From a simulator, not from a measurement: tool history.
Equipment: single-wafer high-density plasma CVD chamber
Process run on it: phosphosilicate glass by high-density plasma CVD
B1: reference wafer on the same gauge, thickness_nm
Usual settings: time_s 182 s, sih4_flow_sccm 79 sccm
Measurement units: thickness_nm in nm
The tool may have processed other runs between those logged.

run 1 hour=0 | time_s=196 sih4_flow_sccm=79 | B1=1386.214 | thickness_nm=1719.95
run 2 hour=35.8 | time_s=196 sih4_flow_sccm=79 | B1=1389.539 | thickness_nm=1719.389
run 3 hour=49.7 | time_s=182 sih4_flow_sccm=79 | B1=1388.927 | thickness_nm=1585.969
run 4 hour=74.1 | time_s=182 sih4_flow_sccm=79 | B1=1389.922 | thickness_nm=1587.141
run 5 hour=93.7 | time_s=182 sih4_flow_sccm=79 | B1=1390.157 | thickness_nm=1597.872
run 6 hour=192.9 | time_s=173 sih4_flow_sccm=71 | B1=1394.683 | thickness_nm=1359.616
run 7 hour=221.7 | time_s=173 sih4_flow_sccm=71 | B1=1395.93 | thickness_nm=1369.499
run 8 hour=249.9 | time_s=173 sih4_flow_sccm=71 | B1=1397.105 | thickness_nm=1372.565
run 9 hour=273.8 | time_s=182 sih4_flow_sccm=76 | B1=1399.29 | thickness_nm=1539.801
run 10 hour=286.2 | time_s=200 sih4_flow_sccm=72 | B1=1399.679 | thickness_nm=1616.59
run 11 hour=303 | time_s=200 sih4_flow_sccm=72 | B1=1401.667 | thickness_nm=1611.851
run 12 hour=325.5 | time_s=211 sih4_flow_sccm=74 | B1=1403.956 | thickness_nm=1748.731
-- hour=359.6 silane flow controller replaced
run 13 hour=360.1 | time_s=211 sih4_flow_sccm=74 | B1=1405.259 | thickness_nm=1738.43
run 14 hour=377.8 | time_s=211 sih4_flow_sccm=74 | B1=1406.725 | thickness_nm=1733.373
run 15 hour=394.1 | time_s=182 sih4_flow_sccm=86 | B1=1407.358 | thickness_nm=1754.899
run 16 hour=407.5 | time_s=182 sih4_flow_sccm=75 | B1=1407.671 | thickness_nm=1530.404
run 17 hour=424.8 | time_s=182 sih4_flow_sccm=75 | B1=1408.133 | thickness_nm=1537.373
run 18 hour=452.6 | time_s=175 sih4_flow_sccm=79 | B1=1409.829 | thickness_nm=1554.261
run 19 hour=486.1 | time_s=175 sih4_flow_sccm=79 | B1=1413.805 | thickness_nm=1555.465
run 20 hour=506.4 | time_s=182 sih4_flow_sccm=79 | B1=1413.313 | thickness_nm=1611.919
run 21 hour=541.8 | time_s=159 sih4_flow_sccm=69 | B1=1417.516 | thickness_nm=1241.248
run 22 hour=556.3 | time_s=182 sih4_flow_sccm=71 | B1=1419.595 | thickness_nm=1465.241
run 23 hour=583.5 | time_s=182 sih4_flow_sccm=69 | B1=1420.452 | thickness_nm=1432.081
run 24 hour=603.6 | time_s=208 sih4_flow_sccm=79 | B1=1424.296 | thickness_nm=1857.625
run 25 hour=626.3 | time_s=209 sih4_flow_sccm=75 | B1=1424.469 | thickness_nm=1778.267
run 26 hour=644 | time_s=182 sih4_flow_sccm=79 | B1=1427.162 | thickness_nm=1631.158
run 27 hour=658.8 | time_s=202 sih4_flow_sccm=94 | B1=1427.06 | thickness_nm=2158.448
run 28 hour=686.6 | time_s=182 sih4_flow_sccm=75 | B1=1428.832 | thickness_nm=1550.528
-- hour=701.9 gauge calibrated
run 29 hour=778.1 | time_s=171 sih4_flow_sccm=89 | B1=1378.084 | thickness_nm=1663.538
run 30 hour=861.1 | time_s=203 sih4_flow_sccm=94 | B1=1375.958 | thickness_nm=2086.963
run 31 hour=882.1 | time_s=162 sih4_flow_sccm=93 | B1=1375.566 | thickness_nm=1658.779
run 32 hour=917.5 | time_s=171 sih4_flow_sccm=69 | B1=1376.823 | thickness_nm=1283.406
run 33 hour=946.8 | time_s=215 sih4_flow_sccm=71 | B1=1377.245 | thickness_nm=1680.53
run 34 hour=977.5 | time_s=213 sih4_flow_sccm=67 | B1=1377.072 | thickness_nm=1567.019
run 35 hour=1008.7 | time_s=148 sih4_flow_sccm=83 | B1=1378.151 | thickness_nm=1344.9
run 36 hour=1039.4 | time_s=214 sih4_flow_sccm=64 | B1=1381.872 | thickness_nm=1505.687
run 37 hour=1063.5 | time_s=214 sih4_flow_sccm=90 | B1=1381.757 | thickness_nm=2113.185
run 38 hour=1096.5 | time_s=210 sih4_flow_sccm=79 | B1=1381.852 | thickness_nm=1823.461
run 39 hour=1131.8 | time_s=175 sih4_flow_sccm=79 | B1=1382.649 | thickness_nm=1518.652
run 40 hour=1164.3 | time_s=191 sih4_flow_sccm=86 | B1=1384.431 | thickness_nm=1812.858
run 41 hour=1185.8 | time_s=182 sih4_flow_sccm=79 | B1=1383.95 | thickness_nm=1582.042

State the hidden condition of the tool at each of the runs:
delivered silane flow above the setpoint (%): 0 across all the runs
H1: gauge reads high (%)
run=1 H1=0.494
run=2 H1=0.588
run=3 H1=0.626
run=4 H1=0.696
run=5 H1=0.755
run=6 H1=1.09
run=7 H1=1.2
run=8 H1=1.31
run=9 H1=1.4
run=10 H1=1.45
run=11 H1=1.53
run=12 H1=1.62
run=13 H1=1.78
run=14 H1=1.87
run=15 H1=1.94
run=16 H1=2.01
run=17 H1=2.1
run=18 H1=2.24
run=19 H1=2.42
run=20 H1=2.53
run=21 H1=2.73
run=22 H1=2.81
run=23 H1=2.97
run=24 H1=3.09
run=25 H1=3.23
run=26 H1=3.34
run=27 H1=3.44
run=28 H1=3.62
run=29 H1=-0.313
run=30 H1=-0.255
run=31 H1=-0.233
run=32 H1=-0.191
run=33 H1=-0.151
run=34 H1=-0.103
run=35 H1=-0.0487
run=36 H1=0.0105
run=37 H1=0.061
run=38 H1=0.136
run=39 H1=0.223
run=40 H1=0.31
run=41 H1=0.371
